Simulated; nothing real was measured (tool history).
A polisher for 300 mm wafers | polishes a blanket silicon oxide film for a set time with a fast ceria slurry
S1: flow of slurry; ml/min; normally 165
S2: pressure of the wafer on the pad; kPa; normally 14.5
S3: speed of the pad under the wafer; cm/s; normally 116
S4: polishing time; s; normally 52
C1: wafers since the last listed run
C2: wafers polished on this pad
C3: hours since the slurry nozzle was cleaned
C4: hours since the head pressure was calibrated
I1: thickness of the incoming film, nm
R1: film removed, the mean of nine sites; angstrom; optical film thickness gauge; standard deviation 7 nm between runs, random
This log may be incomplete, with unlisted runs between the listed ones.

Run 1, hour 0.0: usual settings but S3 142 cm/s, S4 43 s; C1 0; C2 641; C3 412.2; C4 686.4; I1 3310.1. Result: R1 5166 angstrom.
At hour 6.6: worn pad replaced by a new one.
Run 2, hour 10.9: usual settings but S3 142 cm/s, S4 43 s; C1 92; C2 57; C3 423.1; C4 697.3; I1 3348.1. Result: R1 5582 angstrom.
Run 3, hour 27.3: usual settings; C1 219; C2 277; C3 439.5; C4 713.7; I1 3362.6. Result: R1 5669 angstrom.
Run 4, hour 34.1: usual settings; C1 90; C2 368; C3 446.3; C4 720.5; I1 3380.4. Result: R1 5734 angstrom.
Run 5, hour 51.6: usual settings; C1 234; C2 602; C3 463.8; C4 738.0; I1 3382.8. Result: R1 5559 angstrom.
At hour 65.8: worn pad replaced by a new one, of another model than before.
Run 6, hour 66.3: usual settings but S4 59 s; C1 143; C2 7; C3 478.5; C4 752.7; I1 3337.2. Result: R1 6762 angstrom.
Run 7, hour 74.8: usual settings but S1 205 ml/min; C1 113; C2 120; C3 487.0; C4 761.2; I1 3416.2. Result: R1 5970 angstrom.
Run 8, hour 84.6: usual settings but S1 205 ml/min; C1 131; C2 252; C3 496.8; C4 771.0; I1 3437.7. Result: R1 5807 angstrom.
At hour 89.1: slurry nozzle cleaned.
Run 9, hour 97.4: usual settings but S1 205 ml/min; C1 157; C2 409; C3 8.3; C4 783.8; I1 3418.7. Result: R1 5752 angstrom.
Run 10, hour 107.4: usual settings but S4 64 s; C1 133; C2 543; C3 18.3; C4 793.8; I1 3328.2. Result: R1 6693 angstrom.
At hour 115.5: worn pad replaced by a new one.
Run 11, hour 121.1: usual settings but S1 110 ml/min, S4 60 s; C1 129; C2 75; C3 32.0; C4 807.5; I1 3348.5. Result: R1 6390 angstrom.
Run 12, hour 128.6: usual settings but S1 110 ml/min; C1 100; C2 175; C3 39.5; C4 815.0; I1 3375.5. Result: R1 5651 angstrom.
Run 13, hour 138.0: usual settings but S1 110 ml/min, S2 16.5 kPa, S3 92 cm/s; C1 125; C2 301; C3 48.9; C4 824.4; I1 3403.7. Result: R1 4760 angstrom.
At hour 145.8: head pressure recalibrated.
Run 14, hour 151.9: usual settings but S4 43 s; C1 159; C2 460; C3 62.8; C4 6.1; I1 3395.3. Result: R1 4501 angstrom.
At hour 162.9: worn pad replaced by a new one.
Run 15, hour 180.7: usual settings but S1 130 ml/min, S2 18.6 kPa, S3 134 cm/s, S4 46 s; C1 331; C2 238; C3 91.6; C4 34.9; I1 3320.8. Result: R1 6598 angstrom.
Run 16, hour 194.3: usual settings but S1 145 ml/min, S2 13.1 kPa, S3 96 cm/s, S4 45 s; C1 181; C2 420; C3 105.2; C4 48.5; I1 3348.4. Result: R1 3787 angstrom.
Run 17, hour 203.4: usual settings but S1 105 ml/min, S2 15.9 kPa, S4 37 s; C1 121; C2 542; C3 114.3; C4 57.6; I1 3321.6. Result: R1 3995 angstrom.
At hour 210.6: worn pad replaced by a new one.
Run 18, hour 211.1: usual settings but S1 145 ml/min, S2 13.1 kPa, S3 96 cm/s, S4 45 s; C1 49; C2 7; C3 122.0; C4 65.3; I1 3385.8. Result: R1 3984 angstrom.
Run 19, hour 217.1: usual settings; C1 80; C2 87; C3 128.0; C4 71.3; I1 3322.8. Result: R1 5872 angstrom.
Run 20, hour 232.2: usual settings but S1 220 ml/min, S2 13.1 kPa, S4 57 s; C1 202; C2 289; C3 143.1; C4 86.4; I1 3418.0. Result: R1 6086 angstrom.

Branching from run 20: 5 alternative next runs. What would each branch give?
Run A, hour 232.6: usual settings but S2 9.7 kPa; C1 5; C2 294; C3 143.5; C4 86.8; I1 3315.0. Result: R1 ?.
Run B, hour 232.6: usual settings but S1 185 ml/min, S2 16.5 kPa, S3 134 cm/s; C1 5; C2 294; C3 143.5; C4 86.8; I1 3315.0. Result: R1 ?.
Run C, hour 232.6: usual settings but S2 16.5 kPa, S3 144 cm/s; C1 5; C2 294; C3 143.5; C4 86.8; I1 3315.0. Result: R1 ?.
Run D, hour 232.6: usual settings but S2 10.3 kPa, S3 156 cm/s; C1 5; C2 294; C3 143.5; C4 86.8; I1 3315.0. Result: R1 ?.
Run E, hour 232.6: usual settings but S3 148 cm/s, S4 47 s; C1 5; C2 294; C3 143.5; C4 86.8; I1 3315.0. Result: R1 ?.

run    R1
  A  4515
  B  7227
  C  7656
  D  6210
  E  6514
What these runs would have given with no unlogged condition in the tool:
run    R1
  A  4694
  B  7515
  C  7960
  D  6457
  E  6773
